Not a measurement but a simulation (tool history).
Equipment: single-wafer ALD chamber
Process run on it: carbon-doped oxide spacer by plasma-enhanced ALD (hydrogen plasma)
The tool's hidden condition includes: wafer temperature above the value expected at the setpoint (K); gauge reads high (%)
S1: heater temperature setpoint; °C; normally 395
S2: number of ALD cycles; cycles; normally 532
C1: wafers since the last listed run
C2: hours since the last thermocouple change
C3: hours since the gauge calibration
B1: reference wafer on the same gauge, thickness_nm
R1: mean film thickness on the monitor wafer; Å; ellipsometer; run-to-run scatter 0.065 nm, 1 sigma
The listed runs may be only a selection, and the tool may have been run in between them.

run,hour,S1,S2,C1,C2,C3,B1,R1
1,0,403,532,0,2499.8,339.8,23.778,256.68
2,35,395,532,23,2534.8,374.8,23.756,257.71
3,65,395,532,20,2564.8,404.8,23.726,257.49
4,79.9,395,532,10,2579.7,419.7,23.719,258.33
5,102.7,395,532,15,2602.5,442.5,23.685,256.78
6,186.7,395,532,57,2686.5,526.5,23.634,258.17
7,210.2,395,532,16,2710,550,23.633,256.69
8,243.8,395,532,23,2743.6,583.6,23.59,256.28
9,261.7,395,532,12,2761.5,601.5,23.587,254.83
10,295.4,395,532,23,2795.2,635.2,23.554,255.5
11,319.8,395,532,16,2819.6,659.6,23.528,254.36
12,333.5,395,532,9,2833.3,673.3,23.508,255.86
13,382.1,395,532,33,2881.9,721.9,23.482,254.82
14,403.6,395,532,14,2903.4,743.4,23.453,253.74
15,437.2,410,568,23,2937,777,23.416,265.46
# hour 455.1: thermocouple changed; heater temperature recalibrated
16,464.8,395,615,13,9.7,804.6,23.405,292.93
17,481,389,624,11,25.9,820.8,23.391,298.18
18,496,399,613,10,40.9,835.8,23.372,290.56
# hour 502.4: gauge calibrated
19,526.9,395,532,21,71.8,24.5,24.025,260.66
20,611.9,384,500,58,156.8,109.5,23.94,245.12
21,641.4,403,475,20,186.3,139,23.923,229.81
22,662.2,395,532,14,207.1,159.8,23.915,259.73
23,698.6,395,532,24,243.5,196.2,23.879,259.12
24,734.3,386,532,24,279.2,231.9,23.87,258.95
25,767.4,408,464,22,312.3,265,23.817,220.83
26,786.1,395,532,12,331,283.7,23.816,259.69
27,804.6,409,613,12,349.5,302.2,23.798,290.69
28,824,395,532,13,368.9,321.6,23.771,257.92

Branching from run 28: 4 alternative next runs. What would each branch give?
A,825.2,399,532,0,370.1,322.8,?,?
B,825.2,381,457,0,370.1,322.8,?,?
C,825.2,382,436,0,370.1,322.8,?,?
D,825.2,395,501,0,370.1,322.8,?,?

run,B1,R1
A,23.785,257.37
B,23.785,221.08
C,23.785,210.92
D,23.785,242.37
The same runs, with their run-to-run variation unchanged, on a tool lacking any hidden condition would have given:
run,R1
A,260.88
B,224.1
C,213.8
D,245.67
